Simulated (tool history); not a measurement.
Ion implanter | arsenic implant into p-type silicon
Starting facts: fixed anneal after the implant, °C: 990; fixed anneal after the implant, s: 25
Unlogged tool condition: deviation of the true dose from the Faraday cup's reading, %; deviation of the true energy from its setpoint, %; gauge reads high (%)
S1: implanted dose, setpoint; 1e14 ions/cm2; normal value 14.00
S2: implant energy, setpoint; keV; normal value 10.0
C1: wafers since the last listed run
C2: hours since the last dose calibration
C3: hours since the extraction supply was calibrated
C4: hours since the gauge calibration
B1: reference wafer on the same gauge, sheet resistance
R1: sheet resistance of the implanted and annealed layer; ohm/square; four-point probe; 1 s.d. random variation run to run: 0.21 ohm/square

Run 1, day 0.000: usual settings but S1 15.28 1e14 ions/cm2; C1 0; C2 631.3; C3 4780.7; C4 319.9; B1 120.98. Result: R1 137.88 ohm/square.
Run 2, day 1.408: usual settings but S1 15.28 1e14 ions/cm2; C1 374; C2 665.1; C3 4814.5; C4 353.7; B1 121.03. Result: R1 138.20 ohm/square.
Run 3, day 6.379: usual settings but S1 15.28 1e14 ions/cm2; C1 1321; C2 784.4; C3 4933.8; C4 473.0; B1 121.04. Result: R1 138.43 ohm/square.
Run 4, day 8.862: usual settings but S1 17.30 1e14 ions/cm2; C1 660; C2 844.0; C3 4993.4; C4 532.6; B1 120.97. Result: R1 134.84 ohm/square.
Run 5, day 10.242: usual settings; C1 366; C2 877.1; C3 5026.5; C4 565.7; B1 120.95. Result: R1 141.30 ohm/square.
Run 6, day 12.629: usual settings; C1 634; C2 934.4; C3 5083.8; C4 623.0; B1 121.01. Result: R1 141.36 ohm/square.
At day 13.954: gauge calibrated.
Run 7, day 15.412: usual settings; C1 740; C2 1001.2; C3 5150.6; C4 35.0; B1 121.00. Result: R1 141.84 ohm/square.
Run 8, day 18.246: usual settings; C1 753; C2 1069.2; C3 5218.6; C4 103.0; B1 121.03. Result: R1 141.41 ohm/square.
At day 20.033: extraction supply calibrated.
Run 9, day 20.833: usual settings; C1 599; C2 1131.3; C3 19.2; C4 165.1; B1 121.06. Result: R1 141.99 ohm/square.
Run 10, day 25.354: usual settings but S1 10.94 1e14 ions/cm2; C1 1202; C2 1239.8; C3 127.7; C4 273.6; B1 121.07. Result: R1 153.00 ohm/square.
Run 11, day 27.046: usual settings but S1 12.93 1e14 ions/cm2; C1 449; C2 1280.4; C3 168.3; C4 314.2; B1 120.99. Result: R1 145.06 ohm/square.
Run 12, day 28.208: usual settings but S1 12.93 1e14 ions/cm2; C1 309; C2 1308.3; C3 196.2; C4 342.1; B1 120.97. Result: R1 145.29 ohm/square.
Run 13, day 30.817: usual settings; C1 693; C2 1370.9; C3 258.8; C4 404.7; B1 121.10. Result: R1 141.92 ohm/square.
Run 14, day 32.608: usual settings; C1 476; C2 1413.9; C3 301.8; C4 447.7; B1 120.97. Result: R1 141.93 ohm/square.
Run 15, day 33.954: usual settings; C1 357; C2 1446.2; C3 334.1; C4 480.0; B1 120.99. Result: R1 141.79 ohm/square.
Run 16, day 35.704: usual settings but S1 16.25 1e14 ions/cm2, S2 8.0 keV; C1 465; C2 1488.2; C3 376.1; C4 522.0; B1 121.01. Result: R1 142.51 ohm/square.
Run 17, day 37.704: usual settings but S1 12.09 1e14 ions/cm2, S2 7.5 keV; C1 531; C2 1536.2; C3 424.1; C4 570.0; B1 120.96. Result: R1 155.55 ohm/square.
At day 39.125: Faraday cup replaced and dose calibrated.
Run 18, day 40.067: usual settings but S2 7.5 keV; C1 539; C2 22.6; C3 480.8; C4 626.7; B1 121.01. Result: R1 147.49 ohm/square.
At day 40.712: gauge calibrated.
Run 19, day 41.642: usual settings but S1 15.28 1e14 ions/cm2; C1 418; C2 60.4; C3 518.6; C4 22.3; B1 120.95. Result: R1 137.14 ohm/square.
Run 20, day 44.133: usual settings but S1 16.79 1e14 ions/cm2, S2 8.0 keV; C1 662; C2 120.2; C3 578.4; C4 82.1; B1 120.96. Result: R1 140.26 ohm/square.
Run 21, day 46.871: usual settings but S1 9.82 1e14 ions/cm2, S2 12.0 keV; C1 728; C2 185.9; C3 644.1; C4 147.8; B1 121.01. Result: R1 152.50 ohm/square.
Run 22, day 49.571: usual settings but S1 12.89 1e14 ions/cm2, S2 12.5 keV; C1 718; C2 250.7; C3 708.9; C4 212.6; B1 120.98. Result: R1 136.81 ohm/square.
Run 23, day 50.908: usual settings but S1 16.45 1e14 ions/cm2, S2 8.5 keV; C1 355; C2 282.8; C3 741.0; C4 244.7; B1 121.01. Result: R1 139.00 ohm/square.
Run 24, day 53.596: usual settings but S1 17.49 1e14 ions/cm2, S2 8.0 keV; C1 714; C2 347.3; C3 805.5; C4 309.2; B1 120.98. Result: R1 139.17 ohm/square.
Run 25, day 55.412: usual settings but S1 11.22 1e14 ions/cm2, S2 11.5 keV; C1 483; C2 390.9; C3 849.1; C4 352.8; B1 121.06. Result: R1 146.47 ohm/square.

Each row is a separate what-if for the run after 25, all from the same tool condition, not one after another. Results?
Run A, day 55.429: usual settings; C1 4; C2 391.3; C3 849.5; C4 353.2; B1 ?. Result: R1 ?.
Run B, day 55.429: usual settings but S1 10.70 1e14 ions/cm2, S2 6.5 keV; C1 4; C2 391.3; C3 849.5; C4 353.2; B1 ?. Result: R1 ?.
Run C, day 55.429: usual settings but S1 16.11 1e14 ions/cm2, S2 11.5 keV; C1 4; C2 391.3; C3 849.5; C4 353.2; B1 ?. Result: R1 ?.

run      B1      R1
  A  121.00  140.24
  B  121.00  162.43
  C  121.00  131.91
The same runs, with their run-to-run variation unchanged, on a tool lacking any hidden condition would have given:
run      R1
  A  139.88
  B  161.92
  C  131.63
